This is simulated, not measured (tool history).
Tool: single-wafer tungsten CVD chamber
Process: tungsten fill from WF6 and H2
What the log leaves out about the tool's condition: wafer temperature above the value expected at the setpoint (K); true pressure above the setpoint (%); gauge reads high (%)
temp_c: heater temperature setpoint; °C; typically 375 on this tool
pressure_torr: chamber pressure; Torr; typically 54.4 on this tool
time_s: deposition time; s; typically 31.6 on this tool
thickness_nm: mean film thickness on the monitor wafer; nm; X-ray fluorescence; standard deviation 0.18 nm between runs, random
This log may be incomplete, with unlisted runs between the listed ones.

run     day  temp_c  pressure_torr  time_s  wafers since the last listed run  hours since the last thermocouple change  hours since the last manometer calibration  hours since the showerhead was replaced  hours since the gauge calibration  read-back reference wafer on the same gauge, thickness_nm  thickness_nm
  1   0.000     375           54.4    31.6                                 0                                    2122.3                                      1535.2                                   6097.3                               15.2                                                     66.173        66.948
  2   0.425     375           54.4    31.6                               148                                    2132.5                                      1545.4                                   6107.5                               25.4                                                     66.180        66.961
  3   0.800     375           54.4    31.6                               130                                    2141.5                                      1554.4                                   6116.5                               34.4                                                     66.136        66.601
  4   1.317     375           54.4    31.6                               180                                    2153.9                                      1566.8                                   6128.9                               46.8                                                     66.154        66.765
  5   1.592     375           54.4    31.6                                95                                    2160.5                                      1573.4                                   6135.5                               53.4                                                     66.223        66.520
  6   2.008     375           54.4    31.6                               145                                    2170.5                                      1583.4                                   6145.5                               63.4                                                     66.154        66.241
  7   2.683     383           54.4    31.6                               235                                    2186.7                                      1599.6                                   6161.7                               79.6                                                     66.274        78.851
      3.129  -- capacitance manometer re-zeroed and calibrated
  8   3.150     383           54.4    31.6                                46                                    2197.9                                         0.5                                   6172.9                               90.8                                                     66.274        76.277
  9   5.258     383           54.4    31.6                               734                                    2248.5                                        51.1                                   6223.5                              141.4                                                     66.119        76.094
 10   5.879     386           54.4    31.6                               216                                    2263.4                                        66.0                                   6238.4                              156.3                                                     66.128        80.938
 11   7.529     386           54.4    31.6                               574                                    2303.0                                       105.6                                   6278.0                              195.9                                                     66.180        80.911
      8.075  -- thermocouple changed; heater temperature recalibrated
 12   8.096     386           54.4    31.6                                81                                       0.5                                       119.2                                   6291.6                              209.5                                                     66.158        92.770
 13   8.625     390           43.5    27.3                               184                                      13.2                                       131.9                                   6304.3                              222.2                                                     66.231        72.914
 14   9.075     375           54.4    31.6                               156                                      24.0                                       142.7                                   6315.1                              233.0                                                     66.180        74.074
 15   9.600     388           41.5    31.6                               182                                      36.6                                       155.3                                   6327.7                              245.6                                                     66.225        78.304
 16   9.871     369           63.9    37.9                                94                                      43.1                                       161.8                                   6334.2                              252.1                                                     66.183        86.495
 17  10.158     375           54.4    31.6                               100                                      50.0                                       168.7                                   6341.1                              259.0                                                     66.210        74.146
 18  10.688     370           54.4    31.6                               184                                      62.7                                       181.4                                   6353.8                              271.7                                                     66.174        66.634
 19  11.175     375           54.4    31.6                               169                                      74.4                                       193.1                                   6365.5                              283.4                                                     66.215        74.043
 20  11.471     365           48.0    33.5                               103                                      81.5                                       200.2                                   6372.6                              290.5                                                     66.213        57.701
     11.700  -- gauge calibrated
 21  11.867     375           64.5    31.6                               137                                      91.0                                       209.7                                   6382.1                                4.0                                                     66.175        82.768
     12.450  -- showerhead replaced
 22  12.554     375           54.4    36.8                               123                                     107.5                                       226.2                                      2.5                               20.5                                                     66.197        86.912
 23  13.450     369           54.4    26.0                               312                                     129.0                                       247.7                                     24.0                               42.0                                                     66.113        53.878
 24  13.717     375           42.3    31.6                                92                                     135.4                                       254.1                                     30.4                               48.4                                                     66.181        60.914
 25  14.171     382           54.4    31.6                               158                                     146.3                                       265.0                                     41.3                               59.3                                                     66.192        85.466
 26  14.429     375           59.5    37.2                                90                                     152.5                                       271.2                                     47.5                               65.5                                                     66.166        92.924
 27  14.704     375           54.4    31.6                                95                                     159.1                                       277.8                                     54.1                               72.1                                                     66.192        73.994
 28  15.079     375           54.4    31.6                               130                                     168.1                                       286.8                                     63.1                               81.1                                                     66.092        74.223
 29  15.708     375           54.4    31.6                               219                                     183.2                                       301.9                                     78.2                               96.2                                                     66.188        73.954
 30  16.150     364           48.0    25.5                               153                                     193.8                                       312.5                                     88.8                              106.8                                                     66.247        43.024
 31  16.846     375           54.4    31.6                               242                                     210.5                                       329.2                                    105.5                              123.5                                                     66.183        74.402
 32  17.504     368           41.8    37.3                               229                                     226.3                                       345.0                                    121.3                              139.3                                                     66.200        61.268
 33  17.788     375           54.4    31.6                                98                                     233.1                                       351.8                                    128.1                              146.1                                                     66.216        74.349
 34  18.400     370           58.4    31.6                               213                                     247.8                                       366.5                                    142.8                              160.8                                                     66.240        70.304

Give the tool's hidden conditions for every run:
gauge reads high (%): 0 across all the runs
H1: wafer temperature above the value expected at the setpoint (K)
H2: true pressure above the setpoint (%)
run     H1    H2
  1  -5.33  5.94
  2  -5.38  5.99
  3  -5.42  6.04
  4  -5.48   6.1
  5  -5.51  6.13
  6  -5.56  6.18
  7  -5.65  6.27
  8   -5.7   1.6
  9  -5.96  1.85
 10  -6.04  1.93
 11  -6.25  2.13
 12  0.492   2.2
 13  0.491  2.26
 14  0.491  2.32
 15   0.49  2.38
 16   0.49  2.41
 17  0.489  2.45
 18  0.487  2.51
 19  0.485  2.57
 20  0.484  2.61
 21  0.482  2.65
 22  0.478  2.74
 23  0.472  2.85
 24  0.471  2.88
 25  0.467  2.93
 26  0.465  2.97
 27  0.462     3
 28  0.459  3.04
 29  0.453  3.12
 30  0.448  3.17
 31  0.441  3.26
 32  0.433  3.34
 33  0.429  3.37
 34  0.421  3.45
